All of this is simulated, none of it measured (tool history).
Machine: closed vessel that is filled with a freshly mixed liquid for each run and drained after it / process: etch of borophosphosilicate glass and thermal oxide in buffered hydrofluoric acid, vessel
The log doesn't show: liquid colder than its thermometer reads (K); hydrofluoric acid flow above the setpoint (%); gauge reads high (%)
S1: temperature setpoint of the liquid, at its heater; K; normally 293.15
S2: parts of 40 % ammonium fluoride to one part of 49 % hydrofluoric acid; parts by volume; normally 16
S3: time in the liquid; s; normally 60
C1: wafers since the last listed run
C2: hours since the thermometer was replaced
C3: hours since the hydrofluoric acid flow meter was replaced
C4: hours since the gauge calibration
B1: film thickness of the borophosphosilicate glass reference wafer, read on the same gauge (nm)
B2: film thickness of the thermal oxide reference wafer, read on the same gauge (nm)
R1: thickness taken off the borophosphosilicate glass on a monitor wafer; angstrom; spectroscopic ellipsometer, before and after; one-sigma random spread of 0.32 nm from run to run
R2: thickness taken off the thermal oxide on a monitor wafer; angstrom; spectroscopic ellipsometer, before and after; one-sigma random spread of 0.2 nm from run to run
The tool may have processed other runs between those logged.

Run 1, hour 0: usual settings but S3 40 s; C1 0; C2 596.5; C3 1303.1; C4 173.5; B1 120.02; B2 49.97. Result: R1 327.4 angstrom, R2 265 angstrom.
Run 2, hour 66.8: usual settings but S3 40 s; C1 8744; C2 663.3; C3 1369.9; C4 240.3; B1 119.97; B2 49.99. Result: R1 332.5 angstrom, R2 265.5 angstrom.
Run 3, hour 136.5: usual settings but S1 294.65 K, S3 50 s; C1 9124; C2 733; C3 1439.6; C4 310; B1 119.96; B2 50. Result: R1 452.4 angstrom, R2 359.9 angstrom.
Run 4, hour 168.3: usual settings but S1 294.65 K, S3 50 s; C1 4162; C2 764.8; C3 1471.4; C4 341.8; B1 119.98; B2 49.98. Result: R1 456.9 angstrom, R2 364.1 angstrom.
At hour 219.3: thermometer replaced.
Run 5, hour 227: usual settings; C1 7553; C2 7.7; C3 1530.1; C4 400.5; B1 119.97; B2 49.93. Result: R1 498.7 angstrom, R2 400.3 angstrom.
Run 6, hour 295.2: usual settings; C1 8927; C2 75.9; C3 1598.3; C4 468.7; B1 120.01; B2 49.97. Result: R1 509.1 angstrom, R2 402.6 angstrom.
Run 7, hour 330.3: usual settings; C1 4594; C2 111; C3 1633.4; C4 503.8; B1 120.02; B2 49.98. Result: R1 511.8 angstrom, R2 404.3 angstrom.
Run 8, hour 365.2: usual settings; C1 4568; C2 145.9; C3 1668.3; C4 538.7; B1 119.97; B2 50.03. Result: R1 500.4 angstrom, R2 406.8 angstrom.
Run 9, hour 423.3: usual settings; C1 7605; C2 204; C3 1726.4; C4 596.8; B1 119.99; B2 50.03. Result: R1 502.5 angstrom, R2 404.9 angstrom.
Run 10, hour 480.6: usual settings; C1 7500; C2 261.3; C3 1783.7; C4 654.1; B1 120.07; B2 50.01. Result: R1 509.7 angstrom, R2 406.4 angstrom.
Run 11, hour 551.1: usual settings; C1 9228; C2 331.8; C3 1854.2; C4 724.6; B1 119.99; B2 49.98. Result: R1 505.3 angstrom, R2 404.4 angstrom.
At hour 599.3: hydrofluoric acid flow meter replaced.
Run 12, hour 606.9: usual settings but S2 20.5 parts by volume; C1 7173; C2 387.6; C3 7.6; C4 780.4; B1 120; B2 50.04. Result: R1 370.8 angstrom, R2 295.9 angstrom.
Run 13, hour 631.5: usual settings but S1 290.15 K, S2 18 parts by volume, S3 40 s; C1 3220; C2 412.2; C3 32.2; C4 805; B1 119.99; B2 50.04. Result: R1 239.3 angstrom, R2 189.4 angstrom.
Run 14, hour 686: usual settings; C1 7134; C2 466.7; C3 86.7; C4 859.5; B1 119.95; B2 49.98. Result: R1 466.9 angstrom, R2 374.7 angstrom.
Run 15, hour 826.2: usual settings; C1 18353; C2 606.9; C3 226.9; C4 999.7; B1 120.01; B2 50.03. Result: R1 471.2 angstrom, R2 378.2 angstrom.
Run 16, hour 1001: usual settings but S1 295.65 K, S2 18 parts by volume, S3 80 s; C1 22882; C2 781.7; C3 401.7; C4 1174.5; B1 120.03; B2 50.01. Result: R1 647.3 angstrom, R2 521.4 angstrom.
At hour 1013.9: thermometer replaced.
Run 17, hour 1054.8: usual settings but S2 11.5 parts by volume, S3 35 s; C1 6911; C2 40.9; C3 455.5; C4 1228.3; B1 120; B2 50. Result: R1 380.8 angstrom, R2 309.8 angstrom.
At hour 1093.6: gauge calibrated.
Run 18, hour 1101.1: usual settings but S1 290.65 K, S2 11 parts by volume, S3 80 s; C1 6060; C2 87.2; C3 501.8; C4 7.5; B1 119.98; B2 50. Result: R1 814.7 angstrom, R2 639.7 angstrom.
Run 19, hour 1156.6: usual settings; C1 7265; C2 142.7; C3 557.3; C4 63; B1 119.99; B2 50.01. Result: R1 477.9 angstrom, R2 380.4 angstrom.
Run 20, hour 1219.3: usual settings but S1 290.15 K, S2 18 parts by volume, S3 45 s; C1 8207; C2 205.4; C3 620; C4 125.7; B1 119.97; B2 50.02. Result: R1 269.5 angstrom, R2 215.9 angstrom.
Run 21, hour 1280.3: usual settings but S1 290.15 K, S2 10 parts by volume, S3 50 s; C1 7985; C2 266.4; C3 681; C4 186.7; B1 120.01; B2 49.97. Result: R1 538.7 angstrom, R2 422.9 angstrom.
Run 22, hour 1331.1: usual settings; C1 6650; C2 317.2; C3 731.8; C4 237.5; B1 119.95; B2 50.01. Result: R1 484.4 angstrom, R2 388.5 angstrom.
Run 23, hour 1396.4: usual settings but S1 297.15 K, S2 12 parts by volume; C1 8548; C2 382.5; C3 797.1; C4 302.8; B1 120.02; B2 50.01. Result: R1 798.8 angstrom, R2 637.4 angstrom.

Below are 4 alternative next runs, each starting from the tool's condition after run 23. Predict each:
Run A, hour 1397.1: usual settings but S2 10.5 parts by volume; C1 91; C2 383.2; C3 797.8; C4 303.5; B1 ?; B2 ?. Result: R1 ?, R2 ?.
Run B, hour 1397.1: usual settings but S1 296.15 K, S2 20 parts by volume, S3 40 s; C1 91; C2 383.2; C3 797.8; C4 303.5; B1 ?; B2 ?. Result: R1 ?, R2 ?.
Run C, hour 1397.1: usual settings but S1 297.65 K, S2 22 parts by volume, S3 30 s; C1 91; C2 383.2; C3 797.8; C4 303.5; B1 ?; B2 ?. Result: R1 ?, R2 ?.
Run D, hour 1397.1: usual settings but S1 294.65 K, S3 95 s; C1 91; C2 383.2; C3 797.8; C4 303.5; B1 ?; B2 ?. Result: R1 ?, R2 ?.

run      B1     B2     R1     R2
  A  120.03  50.03  730.1  588.7
  B  120.03  50.03  303.9  246.4
  C  120.03  50.03  228.6  185.5
  D  120.03  50.03  829.1    671
What these runs would have given with no unlogged condition in the tool:
run     R1     R2
  A    700  564.7
  B  291.3  236.2
  C  221.9  180.1
  D  794.8  643.4

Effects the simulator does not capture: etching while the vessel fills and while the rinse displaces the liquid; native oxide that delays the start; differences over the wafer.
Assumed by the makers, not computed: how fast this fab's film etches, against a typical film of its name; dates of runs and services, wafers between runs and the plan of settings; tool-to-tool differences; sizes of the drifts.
